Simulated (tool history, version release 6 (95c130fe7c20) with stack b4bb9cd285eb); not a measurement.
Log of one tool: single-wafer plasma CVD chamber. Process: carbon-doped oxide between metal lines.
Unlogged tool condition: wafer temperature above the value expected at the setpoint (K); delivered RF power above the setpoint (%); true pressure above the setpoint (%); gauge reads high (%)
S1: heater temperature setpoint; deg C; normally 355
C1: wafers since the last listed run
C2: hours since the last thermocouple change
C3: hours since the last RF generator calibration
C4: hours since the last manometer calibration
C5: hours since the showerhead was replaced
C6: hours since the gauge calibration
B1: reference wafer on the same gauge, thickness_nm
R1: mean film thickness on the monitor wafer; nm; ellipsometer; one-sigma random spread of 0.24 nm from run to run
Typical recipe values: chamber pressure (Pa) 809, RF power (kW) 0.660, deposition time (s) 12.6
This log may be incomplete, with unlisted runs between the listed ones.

run 1 hour=0.0 | S1=355 chamber_pressure_(Pa)=809 RF_power_(kW)=0.660 deposition_time_(s)=12.6 | C1=0 C2=1808.7 C3=873.2 C4=858.0 C5=4188.1 C6=1216.8 | B1=84.485 | R1=82.059
run 2 hour=88.8 | S1=355 chamber_pressure_(Pa)=935 RF_power_(kW)=0.660 deposition_time_(s)=12.6 | C1=2877 C2=1897.5 C3=962.0 C4=946.8 C5=4276.9 C6=1305.6 | B1=84.502 | R1=83.100
run 3 hour=148.4 | S1=355 chamber_pressure_(Pa)=935 RF_power_(kW)=0.660 deposition_time_(s)=12.6 | C1=1931 C2=1957.1 C3=1021.6 C4=1006.4 C5=4336.5 C6=1365.2 | B1=84.427 | R1=83.296
run 4 hour=205.8 | S1=355 chamber_pressure_(Pa)=935 RF_power_(kW)=0.660 deposition_time_(s)=12.6 | C1=1859 C2=2014.5 C3=1079.0 C4=1063.8 C5=4393.9 C6=1422.6 | B1=84.513 | R1=83.382
run 5 hour=254.4 | S1=355 chamber_pressure_(Pa)=809 RF_power_(kW)=0.660 deposition_time_(s)=12.6 | C1=1574 C2=2063.1 C3=1127.6 C4=1112.4 C5=4442.5 C6=1471.2 | B1=84.410 | R1=82.321
run 6 hour=348.2 | S1=355 chamber_pressure_(Pa)=809 RF_power_(kW)=0.660 deposition_time_(s)=12.6 | C1=3039 C2=2156.9 C3=1221.4 C4=1206.2 C5=4536.3 C6=1565.0 | B1=84.496 | R1=82.281
-- hour=355.0 gauge calibrated
-- hour=399.1 thermocouple changed; heater temperature recalibrated
run 7 hour=399.6 | S1=355 chamber_pressure_(Pa)=809 RF_power_(kW)=0.660 deposition_time_(s)=12.6 | C1=1406 C2=0.5 C3=1272.8 C4=1257.6 C5=4587.7 C6=44.6 | B1=84.545 | R1=81.130
run 8 hour=485.2 | S1=355 chamber_pressure_(Pa)=809 RF_power_(kW)=0.660 deposition_time_(s)=12.6 | C1=2773 C2=86.1 C3=1358.4 C4=1343.2 C5=4673.3 C6=130.2 | B1=84.451 | R1=81.146
run 9 hour=577.7 | S1=355 chamber_pressure_(Pa)=809 RF_power_(kW)=0.660 deposition_time_(s)=12.6 | C1=2997 C2=178.6 C3=1450.9 C4=1435.7 C5=4765.8 C6=222.7 | B1=84.507 | R1=81.042
run 10 hour=650.0 | S1=349 chamber_pressure_(Pa)=809 RF_power_(kW)=0.620 deposition_time_(s)=12.6 | C1=2342 C2=250.9 C3=1523.2 C4=1508.0 C5=4838.1 C6=295.0 | B1=84.497 | R1=78.704
run 11 hour=701.2 | S1=355 chamber_pressure_(Pa)=809 RF_power_(kW)=0.660 deposition_time_(s)=12.6 | C1=1658 C2=302.1 C3=1574.4 C4=1559.2 C5=4889.3 C6=346.2 | B1=84.485 | R1=81.161
run 12 hour=774.0 | S1=368 chamber_pressure_(Pa)=809 RF_power_(kW)=0.620 deposition_time_(s)=10.2 | C1=2358 C2=374.9 C3=1647.2 C4=1632.0 C5=4962.1 C6=419.0 | B1=84.567 | R1=61.425
-- hour=823.8 showerhead replaced
run 13 hour=844.6 | S1=355 chamber_pressure_(Pa)=809 RF_power_(kW)=0.660 deposition_time_(s)=12.6 | C1=2028 C2=445.5 C3=1717.8 C4=1702.6 C5=20.8 C6=489.6 | B1=84.455 | R1=80.748
run 14 hour=891.1 | S1=360 chamber_pressure_(Pa)=809 RF_power_(kW)=0.560 deposition_time_(s)=12.6 | C1=1506 C2=492.0 C3=1764.3 C4=1749.1 C5=67.3 C6=536.1 | B1=84.522 | R1=72.886
run 15 hour=953.9 | S1=355 chamber_pressure_(Pa)=707 RF_power_(kW)=0.540 deposition_time_(s)=12.6 | C1=2034 C2=554.8 C3=1827.1 C4=1811.9 C5=130.1 C6=598.9 | B1=84.539 | R1=70.786
run 16 hour=1155.9 | S1=355 chamber_pressure_(Pa)=673 RF_power_(kW)=0.660 deposition_time_(s)=12.6 | C1=6545 C2=756.8 C3=2029.1 C4=2013.9 C5=332.1 C6=800.9 | B1=84.508 | R1=79.481
-- hour=1171.9 capacitance manometer re-zeroed and calibrated
run 17 hour=1220.0 | S1=355 chamber_pressure_(Pa)=809 RF_power_(kW)=0.660 deposition_time_(s)=12.6 | C1=1817 C2=820.9 C3=2093.2 C4=48.1 C5=396.2 C6=865.0 | B1=84.513 | R1=80.519
-- hour=1250.7 RF generator calibrated
run 18 hour=1267.5 | S1=355 chamber_pressure_(Pa)=809 RF_power_(kW)=0.660 deposition_time_(s)=12.6 | C1=1279 C2=868.4 C3=16.8 C4=95.6 C5=443.7 C6=912.5 | B1=84.467 | R1=82.465
run 19 hour=1318.9 | S1=369 chamber_pressure_(Pa)=927 RF_power_(kW)=0.545 deposition_time_(s)=12.6 | C1=1665 C2=919.8 C3=68.2 C4=147.0 C5=495.1 C6=963.9 | B1=84.517 | R1=72.809
run 20 hour=1425.5 | S1=364 chamber_pressure_(Pa)=1007 RF_power_(kW)=0.660 deposition_time_(s)=12.6 | C1=3453 C2=1026.4 C3=174.8 C4=253.6 C5=601.7 C6=1070.5 | B1=84.517 | R1=82.354
run 21 hour=1479.0 | S1=355 chamber_pressure_(Pa)=809 RF_power_(kW)=0.660 deposition_time_(s)=12.6 | C1=1733 C2=1079.9 C3=228.3 C4=307.1 C5=655.2 C6=1124.0 | B1=84.551 | R1=82.595
run 22 hour=1516.2 | S1=348 chamber_pressure_(Pa)=867 RF_power_(kW)=0.660 deposition_time_(s)=12.6 | C1=1205 C2=1117.1 C3=265.5 C4=344.3 C5=692.4 C6=1161.2 | B1=84.499 | R1=84.760
run 23 hour=1584.2 | S1=341 chamber_pressure_(Pa)=809 RF_power_(kW)=0.660 deposition_time_(s)=14.6 | C1=2203 C2=1185.1 C3=333.5 C4=412.3 C5=760.4 C6=1229.2 | B1=84.528 | R1=99.664
run 24 hour=1669.7 | S1=366 chamber_pressure_(Pa)=968 RF_power_(kW)=0.560 deposition_time_(s)=14.6 | C1=2770 C2=1270.6 C3=419.0 C4=497.8 C5=845.9 C6=1314.7 | B1=84.486 | R1=85.878
run 25 hour=1747.5 | S1=346 chamber_pressure_(Pa)=941 RF_power_(kW)=0.725 deposition_time_(s)=11.5 | C1=2520 C2=1348.4 C3=496.8 C4=575.6 C5=923.7 C6=1392.5 | B1=84.477 | R1=82.569
run 26 hour=1830.2 | S1=364 chamber_pressure_(Pa)=1007 RF_power_(kW)=0.660 deposition_time_(s)=12.6 | C1=2679 C2=1431.1 C3=579.5 C4=658.3 C5=1006.4 C6=1475.2 | B1=84.509 | R1=81.427
run 27 hour=1910.9 | S1=355 chamber_pressure_(Pa)=809 RF_power_(kW)=0.660 deposition_time_(s)=12.6 | C1=2614 C2=1511.8 C3=660.2 C4=739.0 C5=1087.1 C6=1555.9 | B1=84.501 | R1=82.341

Run-by-run hidden state of the tool:
true pressure above the setpoint (%): 0, the same for each run
gauge reads high (%): 0, the same for each run
H1: wafer temperature above the value expected at the setpoint (K)
H2: delivered RF power above the setpoint (%)
run=1 H1=-4.75 H2=-1.86
run=2 H1=-5.01 H2=-2.05
run=3 H1=-5.19 H2=-2.17
run=4 H1=-5.37 H2=-2.29
run=5 H1=-5.51 H2=-2.39
run=6 H1=-5.8 H2=-2.58
run=7 H1=-0.704 H2=-2.68
run=8 H1=-0.962 H2=-2.86
run=9 H1=-1.24 H2=-3.05
run=10 H1=-1.46 H2=-3.2
run=11 H1=-1.61 H2=-3.31
run=12 H1=-1.83 H2=-3.45
run=13 H1=-2.05 H2=-3.6
run=14 H1=-2.19 H2=-3.7
run=15 H1=-2.38 H2=-3.82
run=16 H1=-2.99 H2=-4.24
run=17 H1=-3.18 H2=-4.37
run=18 H1=-3.32 H2=-0.363
run=19 H1=-3.48 H2=-0.469
run=20 H1=-3.8 H2=-0.688
run=21 H1=-3.96 H2=-0.798
run=22 H1=-4.07 H2=-0.875
run=23 H1=-4.28 H2=-1.01
run=24 H1=-4.54 H2=-1.19
run=25 H1=-4.77 H2=-1.35
run=26 H1=-5.02 H2=-1.52
run=27 H1=-5.27 H2=-1.69
